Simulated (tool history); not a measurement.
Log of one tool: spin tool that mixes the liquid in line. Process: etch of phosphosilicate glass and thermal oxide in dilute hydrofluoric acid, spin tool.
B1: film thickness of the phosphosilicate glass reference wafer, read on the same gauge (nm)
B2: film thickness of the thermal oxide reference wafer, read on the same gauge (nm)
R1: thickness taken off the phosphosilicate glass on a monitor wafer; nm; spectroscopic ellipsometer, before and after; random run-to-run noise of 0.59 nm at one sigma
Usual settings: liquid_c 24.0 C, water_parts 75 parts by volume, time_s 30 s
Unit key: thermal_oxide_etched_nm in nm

Run 1, day 0.000: usual settings; B1 30.02; B2 129.989. Result: R1 60.93 nm, thermal_oxide_etched_nm 1.625 nm.
Run 2, day 1.317: usual settings; B1 30.00; B2 130.000. Result: R1 61.60 nm, thermal_oxide_etched_nm 1.643 nm.
Run 3, day 3.842: usual settings; B1 30.00; B2 130.028. Result: R1 60.18 nm, thermal_oxide_etched_nm 1.622 nm.
Run 4, day 5.979: usual settings; B1 29.99; B2 129.978. Result: R1 59.89 nm, thermal_oxide_etched_nm 1.613 nm.
Run 5, day 7.879: usual settings but water_parts 90 parts by volume, time_s 45 s; B1 30.00; B2 130.007. Result: R1 72.92 nm, thermal_oxide_etched_nm 1.986 nm.
Run 6, day 9.371: usual settings but water_parts 90 parts by volume, time_s 45 s; B1 30.04; B2 130.038. Result: R1 73.44 nm, thermal_oxide_etched_nm 1.907 nm.
At day 10.454: gauge calibrated.
Run 7, day 11.358: usual settings but water_parts 90 parts by volume, time_s 45 s; B1 30.02; B2 129.999. Result: R1 72.89 nm, thermal_oxide_etched_nm 1.923 nm.
At day 11.788: hydrofluoric acid flow meter replaced.
Run 8, day 12.779: usual settings but time_s 45 s; B1 30.01; B2 130.016. Result: R1 102.76 nm, thermal_oxide_etched_nm 2.650 nm.
Run 9, day 14.854: usual settings but liquid_c 22.0 C; B1 30.00; B2 129.987. Result: R1 62.96 nm, thermal_oxide_etched_nm 1.639 nm.
Run 10, day 16.462: usual settings but liquid_c 22.0 C; B1 29.98; B2 129.996. Result: R1 62.24 nm, thermal_oxide_etched_nm 1.661 nm.
Run 11, day 17.996: usual settings but liquid_c 19.5 C; B1 29.98; B2 129.993. Result: R1 55.89 nm, thermal_oxide_etched_nm 1.502 nm.
At day 19.046: thermometer replaced.
Run 12, day 19.908: usual settings; B1 29.98; B2 130.005. Result: R1 66.88 nm, thermal_oxide_etched_nm 1.801 nm.
Run 13, day 22.079: usual settings; B1 30.00; B2 130.001. Result: R1 67.45 nm, thermal_oxide_etched_nm 1.788 nm.
Run 14, day 23.883: usual settings but liquid_c 22.0 C, water_parts 95 parts by volume, time_s 50 s; B1 30.00; B2 129.996. Result: R1 79.10 nm, thermal_oxide_etched_nm 2.144 nm.
Run 15, day 25.879: usual settings but liquid_c 19.5 C, water_parts 65 parts by volume, time_s 50 s; B1 30.02; B2 130.005. Result: R1 106.56 nm, thermal_oxide_etched_nm 2.857 nm.
Run 16, day 28.592: usual settings but liquid_c 26.0 C; B1 30.01; B2 130.010. Result: R1 72.17 nm, thermal_oxide_etched_nm 1.935 nm.
Run 17, day 30.962: usual settings but liquid_c 26.5 C, water_parts 90 parts by volume, time_s 45 s; B1 29.99; B2 130.019. Result: R1 89.38 nm, thermal_oxide_etched_nm 2.382 nm.
Run 18, day 33.108: usual settings but liquid_c 22.5 C, water_parts 60 parts by volume; B1 30.00; B2 130.006. Result: R1 79.01 nm, thermal_oxide_etched_nm 2.070 nm.
Run 19, day 35.471: usual settings but liquid_c 19.5 C, water_parts 100 parts by volume, time_s 25 s; B1 30.00; B2 130.038. Result: R1 32.98 nm, thermal_oxide_etched_nm 0.889 nm.
Run 20, day 38.108: usual settings; B1 30.04; B2 129.962. Result: R1 65.99 nm, thermal_oxide_etched_nm 1.729 nm.
At day 39.767: thermometer replaced.
Run 21, day 40.979: usual settings but liquid_c 20.0 C, water_parts 110 parts by volume, time_s 25 s; B1 29.97; B2 129.992. Result: R1 29.93 nm, thermal_oxide_etched_nm 0.807 nm.
Run 22, day 42.279: usual settings but water_parts 40 parts by volume, time_s 15 s; B1 30.02; B2 130.006. Result: R1 63.57 nm, thermal_oxide_etched_nm 1.696 nm.
Run 23, day 45.225: usual settings; B1 30.00; B2 130.025. Result: R1 64.28 nm, thermal_oxide_etched_nm 1.730 nm.
Run 24, day 52.700: usual settings; B1 30.00; B2 129.998. Result: R1 63.49 nm, thermal_oxide_etched_nm 1.698 nm.
Run 25, day 55.429: usual settings but water_parts 55 parts by volume, time_s 20 s; B1 30.00; B2 129.990. Result: R1 58.87 nm, thermal_oxide_etched_nm 1.617 nm.
Run 26, day 56.638: usual settings; B1 29.97; B2 129.985. Result: R1 63.59 nm, thermal_oxide_etched_nm 1.640 nm.
Run 27, day 58.179: usual settings but liquid_c 27.5 C, time_s 35 s; B1 30.00; B2 130.006. Result: R1 84.00 nm, thermal_oxide_etched_nm 2.222 nm.

What if the next run were any one of these 3? Each begins from the tool's condition after run 27:
Run A, day 58.196: usual settings but water_parts 40 parts by volume; B1 ?; B2 ?. Result: R1 ?, thermal_oxide_etched_nm ?.
Run B, day 58.196: usual settings but liquid_c 22.5 C, water_parts 50 parts by volume, time_s 50 s; B1 ?; B2 ?. Result: R1 ?, thermal_oxide_etched_nm ?.
Run C, day 58.196: usual settings but water_parts 55 parts by volume; B1 ?; B2 ?. Result: R1 ?, thermal_oxide_etched_nm ?.

run     B1       B2      R1  thermal_oxide_etched_nm
  A  29.98  130.004  125.59                    3.275
  B  29.98  130.004  155.14                    4.045
  C  29.98  130.004   89.40                    2.331
Had the tool no hidden state, the same runs would have come out as:
run      R1  thermal_oxide_etched_nm
  A  136.39                    3.556
  B  168.64                    4.397
  C   97.23                    2.535
